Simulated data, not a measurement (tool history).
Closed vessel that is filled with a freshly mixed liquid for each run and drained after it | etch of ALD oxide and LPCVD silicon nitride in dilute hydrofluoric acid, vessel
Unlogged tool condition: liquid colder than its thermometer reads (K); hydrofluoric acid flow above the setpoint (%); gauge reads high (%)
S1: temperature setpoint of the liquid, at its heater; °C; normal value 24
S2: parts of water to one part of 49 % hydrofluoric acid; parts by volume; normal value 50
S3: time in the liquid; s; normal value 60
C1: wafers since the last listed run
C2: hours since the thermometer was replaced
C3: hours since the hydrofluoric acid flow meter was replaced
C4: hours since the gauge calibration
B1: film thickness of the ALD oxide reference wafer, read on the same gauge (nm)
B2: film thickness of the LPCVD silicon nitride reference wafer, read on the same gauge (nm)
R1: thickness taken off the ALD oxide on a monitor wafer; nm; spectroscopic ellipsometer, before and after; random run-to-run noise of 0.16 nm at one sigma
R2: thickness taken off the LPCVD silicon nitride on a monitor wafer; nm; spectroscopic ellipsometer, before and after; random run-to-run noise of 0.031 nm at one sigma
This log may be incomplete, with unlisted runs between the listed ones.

| run | hour | S1 | S2 | S3 | C1 | C2 | C3 | C4 | B1 | B2 | R1 | R2 |
|---|---|---|---|---|---|---|---|---|---|---|---|---|
| 1 | 0 | 24 | 50 | 60 | 0 | 1739.8 | 1400.8 | 87.4 | 70 | 139.992 | 21.14 | 0.676 |
|  | 12.7 | hydrofluoric acid flow meter replaced |
| 2 | 13.2 | 24 | 50 | 60 | 1292 | 1753 | 0.5 | 100.6 | 70.01 | 140.023 | 19.08 | 0.583 |
| 3 | 22.4 | 19.5 | 50 | 60 | 974 | 1762.2 | 9.7 | 109.8 | 70.02 | 140.02 | 15.84 | 0.429 |
| 4 | 52.2 | 24 | 30 | 60 | 3156 | 1792 | 39.5 | 139.6 | 69.98 | 139.991 | 32.44 | 1.007 |
| 5 | 65.6 | 24 | 50 | 60 | 1419 | 1805.4 | 52.9 | 153 | 70.01 | 139.998 | 18.94 | 0.625 |
| 6 | 81.2 | 24 | 50 | 60 | 1652 | 1821 | 68.5 | 168.6 | 70.01 | 139.995 | 18.92 | 0.607 |
| 7 | 99.1 | 24 | 50 | 60 | 1896 | 1838.9 | 86.4 | 186.5 | 70.02 | 140.032 | 18.68 | 0.663 |
|  | 115.7 | thermometer replaced |
| 8 | 116.2 | 28.5 | 40 | 75 | 1705 | 0.5 | 103.5 | 203.6 | 69.98 | 139.992 | 36.48 | 1.262 |
| 9 | 123.8 | 20 | 40 | 60 | 805 | 8.1 | 111.1 | 211.2 | 70 | 139.97 | 20.87 | 0.545 |
| 10 | 175.3 | 24 | 50 | 60 | 5455 | 59.6 | 162.6 | 262.7 | 70.01 | 140 | 19.21 | 0.611 |
| 11 | 183 | 19.5 | 60 | 75 | 815 | 67.3 | 170.3 | 270.4 | 70 | 140.005 | 16.39 | 0.411 |
| 12 | 195.3 | 26.5 | 25 | 90 | 1302 | 79.6 | 182.6 | 282.7 | 70.01 | 140.001 | 66.6 | 2.109 |
| 13 | 210.4 | 24 | 50 | 60 | 1599 | 94.7 | 197.7 | 297.8 | 69.99 | 140.015 | 19.26 | 0.586 |
| 14 | 218.1 | 25.5 | 50 | 60 | 815 | 102.4 | 205.4 | 305.5 | 70.01 | 140.009 | 20.4 | 0.637 |
| 15 | 227.2 | 24 | 50 | 60 | 963 | 111.5 | 214.5 | 314.6 | 70 | 139.975 | 19.44 | 0.591 |
| 16 | 234 | 29 | 30 | 70 | 720 | 118.3 | 221.3 | 321.4 | 70.01 | 139.971 | 47.6 | 1.593 |
| 17 | 244.6 | 24 | 50 | 85 | 1122 | 128.9 | 231.9 | 332 | 70 | 140.015 | 27.36 | 0.891 |
| 18 | 255.4 | 24 | 60 | 85 | 1144 | 139.7 | 242.7 | 342.8 | 70.02 | 139.989 | 22.57 | 0.78 |
| 19 | 266.8 | 24 | 50 | 60 | 1207 | 151.1 | 254.1 | 354.2 | 70 | 139.98 | 19.2 | 0.585 |
| 20 | 276.6 | 24 | 60 | 90 | 1038 | 160.9 | 263.9 | 364 | 70.01 | 140.006 | 23.82 | 0.839 |
| 21 | 291.4 | 24 | 60 | 35 | 1567 | 175.7 | 278.7 | 378.8 | 70.01 | 140.015 | 9.24 | 0.266 |
| 22 | 307 | 24 | 50 | 60 | 1652 | 191.3 | 294.3 | 394.4 | 70 | 140.019 | 19.54 | 0.599 |
| 23 | 319 | 24 | 70 | 70 | 1271 | 203.3 | 306.3 | 406.4 | 70 | 140.012 | 15.92 | 0.513 |
| 24 | 331.2 | 24 | 50 | 60 | 1292 | 215.5 | 318.5 | 418.6 | 70 | 140.023 | 19.73 | 0.605 |
| 25 | 341 | 20.5 | 50 | 70 | 1038 | 225.3 | 328.3 | 428.4 | 69.98 | 140.006 | 19.72 | 0.577 |

Results per run with the tool's hidden condition removed, run-to-run variation unchanged:
| run | R1 | R2 |
|---|---|---|
| 1 | 18.44 | 0.596 |
| 2 | 18.73 | 0.573 |
| 3 | 15.54 | 0.421 |
| 4 | 31.74 | 0.987 |
| 5 | 18.5 | 0.612 |
| 6 | 18.45 | 0.593 |
| 7 | 18.19 | 0.647 |
| 8 | 35.48 | 1.23 |
| 9 | 20.29 | 0.531 |
| 10 | 18.57 | 0.593 |
| 11 | 15.83 | 0.398 |
| 12 | 64.37 | 2.043 |
| 13 | 18.57 | 0.567 |
| 14 | 19.65 | 0.616 |
| 15 | 18.72 | 0.571 |
| 16 | 45.83 | 1.538 |
| 17 | 26.29 | 0.859 |
| 18 | 21.66 | 0.751 |
| 19 | 18.42 | 0.563 |
| 20 | 22.81 | 0.806 |
| 21 | 8.84 | 0.256 |
| 22 | 18.67 | 0.574 |
| 23 | 15.18 | 0.492 |
| 24 | 18.81 | 0.579 |
| 25 | 18.79 | 0.552 |
